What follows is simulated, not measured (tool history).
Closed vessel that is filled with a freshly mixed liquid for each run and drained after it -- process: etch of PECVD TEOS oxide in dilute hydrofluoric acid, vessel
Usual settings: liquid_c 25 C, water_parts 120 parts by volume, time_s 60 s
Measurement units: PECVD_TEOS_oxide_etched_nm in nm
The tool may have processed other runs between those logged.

| run | hour | liquid_c | water_parts | time_s | wafers since the last listed run | hours since the thermometer was replaced | hours since the hydrofluoric acid flow meter was replaced | hours since the gauge calibration | read-back film thickness of the PECVD TEOS oxide reference wafer, read on the same gauge (nm) | PECVD_TEOS_oxide_etched_nm |
|---|---|---|---|---|---|---|---|---|---|---|
| 1 | 0 | 25 | 100 | 60 | 0 | 1819.4 | 1292.8 | 147.9 | 39.98 | 6.7 |
| 2 | 11.9 | 25 | 75 | 60 | 1218 | 1831.3 | 1304.7 | 159.8 | 40 | 9.27 |
| 3 | 29 | 25 | 75 | 60 | 1751 | 1848.4 | 1321.8 | 176.9 | 40 | 9.26 |
| 4 | 39.2 | 25 | 120 | 60 | 1044 | 1858.6 | 1332 | 187.1 | 39.98 | 5.45 |
| 5 | 49.9 | 25 | 120 | 60 | 1096 | 1869.3 | 1342.7 | 197.8 | 40 | 5.43 |
| 6 | 58.3 | 25 | 80 | 60 | 860 | 1877.7 | 1351.1 | 206.2 | 39.99 | 8.56 |
| 7 | 73.6 | 25 | 80 | 60 | 1567 | 1893 | 1366.4 | 221.5 | 39.99 | 8.57 |
| 8 | 86.7 | 25 | 80 | 60 | 1341 | 1906.1 | 1379.5 | 234.6 | 39.95 | 8.51 |
| 9 | 93.2 | 25 | 120 | 60 | 665 | 1912.6 | 1386 | 241.1 | 40.01 | 5.43 |
| 10 | 110.8 | 25 | 120 | 60 | 1802 | 1930.2 | 1403.6 | 258.7 | 40 | 5.41 |
| 11 | 117.6 | 25 | 120 | 50 | 696 | 1937 | 1410.4 | 265.5 | 40.03 | 4.49 |
|  | 125.5 | thermometer replaced |
| 12 | 129.1 | 25 | 120 | 50 | 1075 | 3.6 | 1421.9 | 277 | 40.03 | 5.09 |
| 13 | 138.2 | 25 | 120 | 50 | 932 | 12.7 | 1431 | 286.1 | 39.99 | 5.03 |
| 14 | 145.8 | 25 | 160 | 60 | 778 | 20.3 | 1438.6 | 293.7 | 40 | 4.28 |
| 15 | 155.6 | 25 | 160 | 60 | 1003 | 30.1 | 1448.4 | 303.5 | 40.04 | 4.29 |
|  | 166 | hydrofluoric acid flow meter replaced |
| 16 | 167.4 | 25 | 160 | 60 | 1106 | 41.9 | 1.4 | 315.3 | 40.01 | 4.96 |
| 17 | 178.1 | 25 | 95 | 75 | 1096 | 52.6 | 12.1 | 326 | 40.02 | 11.19 |
| 18 | 185.8 | 25 | 120 | 35 | 788 | 60.3 | 19.8 | 333.7 | 39.95 | 4.03 |
| 19 | 199.6 | 22 | 170 | 60 | 1413 | 74.1 | 33.6 | 347.5 | 40.04 | 4.1 |
| 20 | 211.6 | 21 | 120 | 60 | 1229 | 86.1 | 45.6 | 359.5 | 40 | 5.86 |
| 21 | 227.3 | 25 | 120 | 40 | 1608 | 101.8 | 61.3 | 375.2 | 39.99 | 4.53 |
| 22 | 242.5 | 25 | 120 | 60 | 1556 | 117 | 76.5 | 390.4 | 40.04 | 6.85 |
| 23 | 254.2 | 29 | 85 | 45 | 1198 | 128.7 | 88.2 | 402.1 | 40.02 | 8.82 |
| 24 | 268.9 | 22 | 85 | 30 | 1505 | 143.4 | 102.9 | 416.8 | 40 | 4.44 |
| 25 | 282.3 | 29 | 105 | 30 | 1372 | 156.8 | 116.3 | 430.2 | 40 | 4.63 |
| 26 | 290.5 | 25 | 165 | 70 | 839 | 165 | 124.5 | 438.4 | 39.98 | 5.45 |
|  | 293.1 | gauge calibrated |
| 27 | 308 | 25 | 120 | 60 | 1792 | 182.5 | 142 | 14.9 | 40.02 | 6.76 |
| 28 | 324 | 20.5 | 120 | 45 | 1638 | 198.5 | 158 | 30.9 | 40.02 | 4.24 |
| 29 | 341.6 | 29 | 170 | 35 | 1802 | 216.1 | 175.6 | 48.5 | 39.99 | 3.02 |
| 30 | 355.8 | 27.5 | 75 | 90 | 1454 | 230.3 | 189.8 | 62.7 | 39.99 | 18.94 |
| 31 | 372.9 | 25 | 120 | 60 | 1751 | 247.4 | 206.9 | 79.8 | 40.02 | 6.68 |
| 32 | 380.6 | 25 | 120 | 60 | 788 | 255.1 | 214.6 | 87.5 | 40.02 | 6.72 |
| 33 | 415.4 | 29.5 | 135 | 40 | 3564 | 289.9 | 249.4 | 122.3 | 40 | 4.61 |

Branching from run 33: 4 alternative next runs. What would each branch give?
| A | 416.1 | 25 | 120 | 60 | 71 | 290.6 | 250.1 | 123 | ? | ? |
| B | 416.1 | 28.5 | 120 | 35 | 71 | 290.6 | 250.1 | 123 | ? | ? |
| C | 416.1 | 23.5 | 155 | 60 | 71 | 290.6 | 250.1 | 123 | ? | ? |
| D | 416.1 | 25 | 175 | 40 | 71 | 290.6 | 250.1 | 123 | ? | ? |

| run | read-back film thickness of the PECVD TEOS oxide reference wafer, read on the same gauge (nm) | PECVD_TEOS_oxide_etched_nm |
|---|---|---|
| A | 39.99 | 6.63 |
| B | 39.99 | 4.42 |
| C | 39.99 | 4.65 |
| D | 39.99 | 2.84 |
With the hidden condition removed and each run's random variation left untouched, the same runs would have given:
| run | PECVD_TEOS_oxide_etched_nm |
|---|---|
| A | 6.92 |
| B | 4.61 |
| C | 4.85 |
| D | 2.96 |
